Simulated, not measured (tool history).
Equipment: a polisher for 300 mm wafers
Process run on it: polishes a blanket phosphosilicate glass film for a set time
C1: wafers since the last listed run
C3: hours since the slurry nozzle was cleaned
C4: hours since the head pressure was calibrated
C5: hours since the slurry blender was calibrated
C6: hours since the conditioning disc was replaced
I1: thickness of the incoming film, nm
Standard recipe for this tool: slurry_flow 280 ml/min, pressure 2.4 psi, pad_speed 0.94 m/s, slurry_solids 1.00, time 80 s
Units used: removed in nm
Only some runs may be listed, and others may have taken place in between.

{"run": 1, "hour": 0.0, "slurry_flow": 280, "pressure": 2.4, "pad_speed": 0.94, "slurry_solids": 1.0, "time": 80, "C1": 0, "wafers polished on this pad": 1106, "C3": 170.3, "C4": 388.7, "C5": 281.8, "C6": 37.9, "I1": 3945.3, "removed": 490.2}
{"run": 2, "hour": 52.5, "slurry_flow": 280, "pressure": 2.4, "pad_speed": 0.94, "slurry_solids": 1.0, "time": 80, "C1": 405, "wafers polished on this pad": 1512, "C3": 222.8, "C4": 441.2, "C5": 334.3, "C6": 90.4, "I1": 3996.3, "removed": 479.4}
{"hour": 85.0, "done": "slurry blender recalibrated"}
{"run": 3, "hour": 91.3, "slurry_flow": 280, "pressure": 2.4, "pad_speed": 0.7, "slurry_solids": 1.0, "time": 99, "C1": 284, "wafers polished on this pad": 1796, "C3": 261.6, "C4": 480.0, "C5": 6.3, "C6": 129.2, "I1": 3940.5, "removed": 461.2}
{"run": 4, "hour": 124.8, "slurry_flow": 280, "pressure": 2.4, "pad_speed": 0.7, "slurry_solids": 1.0, "time": 99, "C1": 258, "wafers polished on this pad": 2055, "C3": 295.1, "C4": 513.5, "C5": 39.8, "C6": 162.7, "I1": 3924.8, "removed": 450.8}
{"hour": 138.6, "done": "worn pad replaced by a new one"}
{"run": 5, "hour": 179.8, "slurry_flow": 280, "pressure": 2.4, "pad_speed": 0.94, "slurry_solids": 1.0, "time": 80, "C1": 394, "wafers polished on this pad": 318, "C3": 350.1, "C4": 568.5, "C5": 94.8, "C6": 217.7, "I1": 3943.5, "removed": 444.8}
{"run": 6, "hour": 219.0, "slurry_flow": 280, "pressure": 2.4, "pad_speed": 0.94, "slurry_solids": 1.0, "time": 80, "C1": 302, "wafers polished on this pad": 621, "C3": 389.3, "C4": 607.7, "C5": 134.0, "C6": 256.9, "I1": 3885.8, "removed": 454.3}
{"run": 7, "hour": 276.5, "slurry_flow": 280, "pressure": 2.4, "pad_speed": 0.94, "slurry_solids": 1.0, "time": 80, "C1": 444, "wafers polished on this pad": 1065, "C3": 446.8, "C4": 665.2, "C5": 191.5, "C6": 314.4, "I1": 3945.0, "removed": 434.4}
{"run": 8, "hour": 328.3, "slurry_flow": 280, "pressure": 2.4, "pad_speed": 0.94, "slurry_solids": 1.0, "time": 80, "C1": 400, "wafers polished on this pad": 1466, "C3": 498.6, "C4": 717.0, "C5": 243.3, "C6": 366.2, "I1": 3929.2, "removed": 444.1}
{"run": 9, "hour": 374.2, "slurry_flow": 280, "pressure": 2.4, "pad_speed": 0.94, "slurry_solids": 1.0, "time": 80, "C1": 354, "wafers polished on this pad": 1820, "C3": 544.5, "C4": 762.9, "C5": 289.2, "C6": 412.1, "I1": 4000.7, "removed": 426.7}
{"hour": 382.8, "done": "slurry nozzle cleaned"}
{"hour": 401.8, "done": "worn pad replaced by a new one"}
{"run": 10, "hour": 421.0, "slurry_flow": 280, "pressure": 2.1, "pad_speed": 0.94, "slurry_solids": 1.0, "time": 80, "C1": 323, "wafers polished on this pad": 148, "C3": 38.2, "C4": 809.7, "C5": 336.0, "C6": 458.9, "I1": 3952.3, "removed": 380.9}
{"hour": 442.9, "done": "slurry blender recalibrated"}
{"run": 11, "hour": 451.2, "slurry_flow": 280, "pressure": 2.1, "pad_speed": 0.94, "slurry_solids": 1.0, "time": 80, "C1": 217, "wafers polished on this pad": 366, "C3": 68.4, "C4": 839.9, "C5": 8.3, "C6": 489.1, "I1": 3986.6, "removed": 389.0}
{"hour": 460.2, "done": "conditioning disc replaced and pad reconditioned"}
{"run": 12, "hour": 483.0, "slurry_flow": 280, "pressure": 2.4, "pad_speed": 0.94, "slurry_solids": 1.0, "time": 80, "C1": 230, "wafers polished on this pad": 596, "C3": 100.2, "C4": 871.7, "C5": 40.1, "C6": 22.8, "I1": 3988.5, "removed": 496.9}
{"run": 13, "hour": 540.8, "slurry_flow": 280, "pressure": 2.1, "pad_speed": 0.94, "slurry_solids": 1.0, "time": 80, "C1": 446, "wafers polished on this pad": 1042, "C3": 158.0, "C4": 929.5, "C5": 97.9, "C6": 80.6, "I1": 3938.1, "removed": 416.2}
{"run": 14, "hour": 610.0, "slurry_flow": 280, "pressure": 2.4, "pad_speed": 0.94, "slurry_solids": 1.0, "time": 80, "C1": 534, "wafers polished on this pad": 1577, "C3": 227.2, "C4": 998.7, "C5": 167.1, "C6": 149.8, "I1": 4023.4, "removed": 450.7}
{"run": 15, "hour": 645.5, "slurry_flow": 280, "pressure": 2.4, "pad_speed": 0.68, "slurry_solids": 1.0, "time": 80, "C1": 274, "wafers polished on this pad": 1852, "C3": 262.7, "C4": 1034.2, "C5": 202.6, "C6": 185.3, "I1": 3958.3, "removed": 363.0}
{"hour": 682.4, "done": "worn pad replaced by a new one"}
{"run": 16, "hour": 709.0, "slurry_flow": 280, "pressure": 2.4, "pad_speed": 0.94, "slurry_solids": 0.9, "time": 68, "C1": 459, "wafers polished on this pad": 205, "C3": 326.2, "C4": 1097.7, "C5": 266.1, "C6": 248.8, "I1": 3967.2, "removed": 363.1}
{"hour": 765.7, "done": "slurry blender recalibrated"}
{"run": 17, "hour": 854.0, "slurry_flow": 280, "pressure": 2.4, "pad_speed": 0.94, "slurry_solids": 1.0, "time": 80, "C1": 1105, "wafers polished on this pad": 1310, "C3": 471.2, "C4": 1242.7, "C5": 88.3, "C6": 393.8, "I1": 3985.9, "removed": 443.1}
{"hour": 868.3, "done": "slurry nozzle cleaned"}
{"hour": 870.7, "done": "conditioning disc replaced and pad reconditioned"}
{"run": 18, "hour": 878.1, "slurry_flow": 240, "pressure": 2.9, "pad_speed": 0.94, "slurry_solids": 0.9, "time": 80, "C1": 163, "wafers polished on this pad": 1473, "C3": 9.8, "C4": 1266.8, "C5": 112.4, "C6": 7.4, "I1": 3953.7, "removed": 562.1}
{"hour": 903.2, "done": "head pressure recalibrated"}
{"hour": 924.3, "done": "worn pad replaced by a new one, of another model than before"}
{"run": 19, "hour": 924.8, "slurry_flow": 360, "pressure": 2.4, "pad_speed": 0.94, "slurry_solids": 1.0, "time": 71, "C1": 314, "wafers polished on this pad": 3, "C3": 56.5, "C4": 21.6, "C5": 159.1, "C6": 54.1, "I1": 3951.8, "removed": 427.3}
{"run": 20, "hour": 986.2, "slurry_flow": 280, "pressure": 2.4, "pad_speed": 0.94, "slurry_solids": 1.0, "time": 98, "C1": 474, "wafers polished on this pad": 478, "C3": 117.9, "C4": 83.0, "C5": 220.5, "C6": 115.5, "I1": 3979.0, "removed": 549.4}
{"hour": 1156.3, "done": "slurry blender recalibrated"}
{"hour": 1167.0, "done": "worn pad replaced by a new one"}
{"run": 21, "hour": 1167.5, "slurry_flow": 280, "pressure": 2.4, "pad_speed": 0.94, "slurry_solids": 1.25, "time": 60, "C1": 1354, "wafers polished on this pad": 3, "C3": 299.2, "C4": 264.3, "C5": 11.2, "C6": 296.8, "I1": 4040.3, "removed": 369.5}
{"run": 22, "hour": 1200.2, "slurry_flow": 235, "pressure": 1.8, "pad_speed": 0.66, "slurry_solids": 1.0, "time": 94, "C1": 252, "wafers polished on this pad": 256, "C3": 331.9, "C4": 297.0, "C5": 43.9, "C6": 329.5, "I1": 3887.4, "removed": 391.0}
{"run": 23, "hour": 1255.8, "slurry_flow": 280, "pressure": 2.1, "pad_speed": 0.94, "slurry_solids": 1.2, "time": 80, "C1": 429, "wafers polished on this pad": 686, "C3": 387.5, "C4": 352.6, "C5": 99.5, "C6": 385.1, "I1": 3954.9, "removed": 446.4}
{"hour": 1305.4, "done": "conditioning disc replaced and pad reconditioned"}
{"run": 24, "hour": 1320.0, "slurry_flow": 280, "pressure": 2.4, "pad_speed": 0.94, "slurry_solids": 1.25, "time": 89, "C1": 480, "wafers polished on this pad": 1166, "C3": 451.7, "C4": 416.8, "C5": 163.7, "C6": 14.6, "I1": 3945.7, "removed": 634.4}

Consider 3 possible next runs. They are alternatives, not a sequence: every one starts from the tool as it was left by run 24. What does each give?
{"run": "A", "hour": 1320.5, "slurry_flow": 280, "pressure": 2.4, "pad_speed": 0.94, "slurry_solids": 1.0, "time": 103, "C1": 3, "wafers polished on this pad": 1170, "C3": 452.2, "C4": 417.3, "C5": 164.2, "C6": 15.1, "I1": 3947.8, "removed": "?"}
{"run": "B", "hour": 1320.5, "slurry_flow": 280, "pressure": 2.4, "pad_speed": 0.94, "slurry_solids": 1.15, "time": 80, "C1": 3, "wafers polished on this pad": 1170, "C3": 452.2, "C4": 417.3, "C5": 164.2, "C6": 15.1, "I1": 3947.8, "removed": "?"}
{"run": "C", "hour": 1320.5, "slurry_flow": 280, "pressure": 1.8, "pad_speed": 0.94, "slurry_solids": 1.0, "time": 80, "C1": 3, "wafers polished on this pad": 1170, "C3": 452.2, "C4": 417.3, "C5": 164.2, "C6": 15.1, "I1": 3947.8, "removed": "?"}

run=A removed=654.8
run=B removed=545.4
run=C removed=440.8
What these runs would have given with no unlogged condition in the tool:
run=A removed=668.4
run=B removed=556.7
run=C removed=448.8

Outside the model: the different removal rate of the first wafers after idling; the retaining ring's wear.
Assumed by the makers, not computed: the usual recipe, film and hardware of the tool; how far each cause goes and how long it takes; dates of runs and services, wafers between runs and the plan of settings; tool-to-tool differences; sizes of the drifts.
